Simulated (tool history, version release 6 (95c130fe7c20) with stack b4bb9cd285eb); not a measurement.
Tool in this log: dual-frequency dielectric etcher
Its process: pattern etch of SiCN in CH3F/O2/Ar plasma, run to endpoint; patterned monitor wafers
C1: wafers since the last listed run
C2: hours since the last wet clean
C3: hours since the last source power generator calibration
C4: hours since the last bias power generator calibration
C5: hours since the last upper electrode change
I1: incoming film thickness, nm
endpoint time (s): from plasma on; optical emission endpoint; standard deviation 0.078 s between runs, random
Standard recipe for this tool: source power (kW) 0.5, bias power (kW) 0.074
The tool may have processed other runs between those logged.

{"run": 1, "hour": 0.0, "source power (kW)": 0.45, "bias power (kW)": 0.08, "C1": 0, "C2": 371.5, "C3": 4548.8, "C4": 929.7, "C5": 4215, "I1": 9.73, "endpoint time (s)": 28.6}
{"hour": 70.8, "done": "wet clean of the chamber"}
{"run": 2, "hour": 78.4, "source power (kW)": 0.45, "bias power (kW)": 0.08, "C1": 515, "C2": 7.6, "C3": 4627.2, "C4": 1008.1, "C5": 4293.4, "I1": 9.79, "endpoint time (s)": 27.8}
{"run": 3, "hour": 116.6, "source power (kW)": 0.41, "bias power (kW)": 0.074, "C1": 361, "C2": 45.8, "C3": 4665.4, "C4": 1046.3, "C5": 4331.6, "I1": 9.86, "endpoint time (s)": 30.9}
{"run": 4, "hour": 199.7, "source power (kW)": 0.41, "bias power (kW)": 0.074, "C1": 787, "C2": 128.9, "C3": 4748.5, "C4": 1129.4, "C5": 4414.7, "I1": 9.81, "endpoint time (s)": 30.9}
{"run": 5, "hour": 293.4, "source power (kW)": 0.41, "bias power (kW)": 0.074, "C1": 887, "C2": 222.6, "C3": 4842.2, "C4": 1223.1, "C5": 4508.4, "I1": 9.77, "endpoint time (s)": 31}
{"hour": 323.6, "done": "upper electrode replaced"}
{"run": 6, "hour": 334.4, "source power (kW)": 0.5, "bias power (kW)": 0.074, "C1": 161, "C2": 263.6, "C3": 4883.2, "C4": 1264.1, "C5": 10.8, "I1": 9.81, "endpoint time (s)": 27.5}
{"hour": 399.1, "done": "bias power generator calibrated"}
{"run": 7, "hour": 402.7, "source power (kW)": 0.5, "bias power (kW)": 0.074, "C1": 609, "C2": 331.9, "C3": 4951.5, "C4": 3.6, "C5": 79.1, "I1": 9.88, "endpoint time (s)": 27.3}
{"run": 8, "hour": 471.7, "source power (kW)": 0.5, "bias power (kW)": 0.074, "C1": 653, "C2": 400.9, "C3": 5020.5, "C4": 72.6, "C5": 148.1, "I1": 9.79, "endpoint time (s)": 27.2}
{"hour": 517.3, "done": "source power generator calibrated"}
{"hour": 523.5, "done": "wet clean of the chamber"}
{"run": 9, "hour": 524.0, "source power (kW)": 0.55, "bias power (kW)": 0.062, "C1": 398, "C2": 0.5, "C3": 6.7, "C4": 124.9, "C5": 200.4, "I1": 9.92, "endpoint time (s)": 27.3}
{"run": 10, "hour": 557.4, "source power (kW)": 0.5, "bias power (kW)": 0.08, "C1": 316, "C2": 33.9, "C3": 40.1, "C4": 158.3, "C5": 233.8, "I1": 9.78, "endpoint time (s)": 25.6}
{"run": 11, "hour": 623.5, "source power (kW)": 0.4, "bias power (kW)": 0.082, "C1": 626, "C2": 100, "C3": 106.2, "C4": 224.4, "C5": 299.9, "I1": 9.75, "endpoint time (s)": 29.7}
{"run": 12, "hour": 666.0, "source power (kW)": 0.55, "bias power (kW)": 0.062, "C1": 402, "C2": 142.5, "C3": 148.7, "C4": 266.9, "C5": 342.4, "I1": 9.84, "endpoint time (s)": 27.4}
{"run": 13, "hour": 711.4, "source power (kW)": 0.5, "bias power (kW)": 0.074, "C1": 430, "C2": 187.9, "C3": 194.1, "C4": 312.3, "C5": 387.8, "I1": 9.81, "endpoint time (s)": 27.1}
{"run": 14, "hour": 749.3, "source power (kW)": 0.46, "bias power (kW)": 0.086, "C1": 359, "C2": 225.8, "C3": 232, "C4": 350.2, "C5": 425.7, "I1": 9.87, "endpoint time (s)": 27.1}
{"run": 15, "hour": 827.8, "source power (kW)": 0.38, "bias power (kW)": 0.074, "C1": 743, "C2": 304.3, "C3": 310.5, "C4": 428.7, "C5": 504.2, "I1": 9.82, "endpoint time (s)": 33}

3 ways to go on from here, each from the tool as it stands after run 15. What would each give?
{"run": "A", "hour": 828.2, "source power (kW)": 0.5, "bias power (kW)": 0.088, "C1": 3, "C2": 304.7, "C3": 310.9, "C4": 429.1, "C5": 504.6, "I1": 9.81, "endpoint time (s)": "?"}
{"run": "B", "hour": 828.2, "source power (kW)": 0.44, "bias power (kW)": 0.065, "C1": 3, "C2": 304.7, "C3": 310.9, "C4": 429.1, "C5": 504.6, "I1": 9.81, "endpoint time (s)": "?"}
{"run": "C", "hour": 828.2, "source power (kW)": 0.54, "bias power (kW)": 0.074, "C1": 3, "C2": 304.7, "C3": 310.9, "C4": 429.1, "C5": 504.6, "I1": 9.81, "endpoint time (s)": "?"}

run=A endpoint_time_(s)=25.5
run=B endpoint_time_(s)=31.4
run=C endpoint_time_(s)=26.2
Without the tool's unlogged condition, the same runs would have read:
run=A endpoint_time_(s)=24.2
run=B endpoint_time_(s)=29.8
run=C endpoint_time_(s)=24.9
